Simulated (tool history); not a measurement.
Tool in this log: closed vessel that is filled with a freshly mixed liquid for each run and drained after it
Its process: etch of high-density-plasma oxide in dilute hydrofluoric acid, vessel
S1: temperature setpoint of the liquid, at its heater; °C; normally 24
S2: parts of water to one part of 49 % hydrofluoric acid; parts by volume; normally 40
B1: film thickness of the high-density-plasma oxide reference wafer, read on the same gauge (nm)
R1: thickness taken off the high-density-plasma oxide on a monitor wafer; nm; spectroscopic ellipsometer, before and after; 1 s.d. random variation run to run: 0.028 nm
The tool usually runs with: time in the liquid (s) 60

run 1 hour=0.0 | S1=24 S2=40 time_in_the_liquid_(s)=60 | B1=129.99 | R1=7.94
run 2 hour=10.6 | S1=24 S2=40 time_in_the_liquid_(s)=60 | B1=130.01 | R1=7.94
run 3 hour=24.1 | S1=24 S2=40 time_in_the_liquid_(s)=60 | B1=130.02 | R1=7.92
run 4 hour=37.1 | S1=24 S2=40 time_in_the_liquid_(s)=60 | B1=130.02 | R1=7.91
run 5 hour=48.4 | S1=24 S2=40 time_in_the_liquid_(s)=75 | B1=129.97 | R1=9.87
run 6 hour=61.6 | S1=24 S2=40 time_in_the_liquid_(s)=75 | B1=129.98 | R1=9.86
run 7 hour=71.3 | S1=24 S2=40 time_in_the_liquid_(s)=75 | B1=130.01 | R1=9.87
-- hour=82.9 hydrofluoric acid flow meter replaced
run 8 hour=85.8 | S1=24 S2=40 time_in_the_liquid_(s)=60 | B1=130.01 | R1=8.97
run 9 hour=101.0 | S1=24 S2=40 time_in_the_liquid_(s)=35 | B1=129.99 | R1=5.17
-- hour=109.1 thermometer replaced
-- hour=114.4 gauge calibrated
run 10 hour=123.7 | S1=24 S2=40 time_in_the_liquid_(s)=60 | B1=129.99 | R1=8.90
run 11 hour=132.8 | S1=24 S2=40 time_in_the_liquid_(s)=75 | B1=130.01 | R1=11.12

Run 12 has not been measured yet. What should we expect?
run 12 hour=149.3 | S1=24 S2=40 time_in_the_liquid_(s)=60 | B1=? | R1=?

B1: 129.99
R1: 8.88 nm
Take away the tool's hidden state, keep the run-to-run variation as it was, and the same run would have given R1 8.98 nm.
